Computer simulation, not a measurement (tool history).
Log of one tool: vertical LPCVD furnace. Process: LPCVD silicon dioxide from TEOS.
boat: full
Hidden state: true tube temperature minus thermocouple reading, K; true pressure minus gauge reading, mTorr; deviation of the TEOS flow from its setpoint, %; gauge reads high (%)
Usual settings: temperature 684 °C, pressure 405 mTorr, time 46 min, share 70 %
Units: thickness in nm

| run | hour | temperature | pressure | time | share | wafers since the last listed run | hours since the last temperature calibration | hours since the pressure gauge was zeroed | hours since the TEOS flow controller was replaced | hours since the gauge calibration | read-back reference wafer on the same gauge, thickness | thickness |
|---|---|---|---|---|---|---|---|---|---|---|---|---|
| 1 | 0 | 684 | 405 | 46 | 70 | 0 | 3198.3 | 220.8 | 921.4 | 789.7 | 254.28 | 284.28 |
| 2 | 87.8 | 684 | 405 | 46 | 70 | 1118 | 3286.1 | 308.6 | 1009.2 | 877.5 | 254.36 | 282.38 |
| 3 | 144.7 | 684 | 405 | 46 | 70 | 725 | 3343 | 365.5 | 1066.1 | 934.4 | 254.46 | 281.89 |
| 4 | 181.2 | 684 | 405 | 46 | 70 | 465 | 3379.5 | 402 | 1102.6 | 970.9 | 254.68 | 281.97 |
| 5 | 261.5 | 684 | 405 | 46 | 70 | 1023 | 3459.8 | 482.3 | 1182.9 | 1051.2 | 253.97 | 283.35 |
| 6 | 337.7 | 684 | 405 | 46 | 70 | 971 | 3536 | 558.5 | 1259.1 | 1127.4 | 253.89 | 281.04 |
| 7 | 439.1 | 684 | 405 | 46 | 70 | 1292 | 3637.4 | 659.9 | 1360.5 | 1228.8 | 253.82 | 282.48 |
| 8 | 509.2 | 684 | 405 | 46 | 70 | 893 | 3707.5 | 730 | 1430.6 | 1298.9 | 253.44 | 283.08 |
| 9 | 557.9 | 684 | 405 | 46 | 70 | 620 | 3756.2 | 778.7 | 1479.3 | 1347.6 | 253.41 | 279.88 |
| 10 | 665 | 692 | 405 | 46 | 70 | 1364 | 3863.3 | 885.8 | 1586.4 | 1454.7 | 253.12 | 339.05 |
| 11 | 852 | 692 | 405 | 46 | 70 | 2382 | 4050.3 | 1072.8 | 1773.4 | 1641.7 | 252.9 | 340.49 |
| 12 | 905.4 | 684 | 405 | 46 | 70 | 680 | 4103.7 | 1126.2 | 1826.8 | 1695.1 | 253 | 280.52 |
| 13 | 985 | 684 | 405 | 63 | 70 | 1014 | 4183.3 | 1205.8 | 1906.4 | 1774.7 | 252.98 | 383.59 |

Forecast run 14:
|  | 1045.8 | thermocouples replaced and temperature profile calibrated |
| 14 | 1066.8 | 684 | 405 | 46 | 70 | 736 | 21 | 1287.6 | 1988.2 | 1856.5 | ? | ? |

Run 14 gave read-back reference wafer on the same gauge, thickness 252.24, thickness 280.91 nm.
Without the tool's hidden state the same run would have given thickness 287.84 nm.
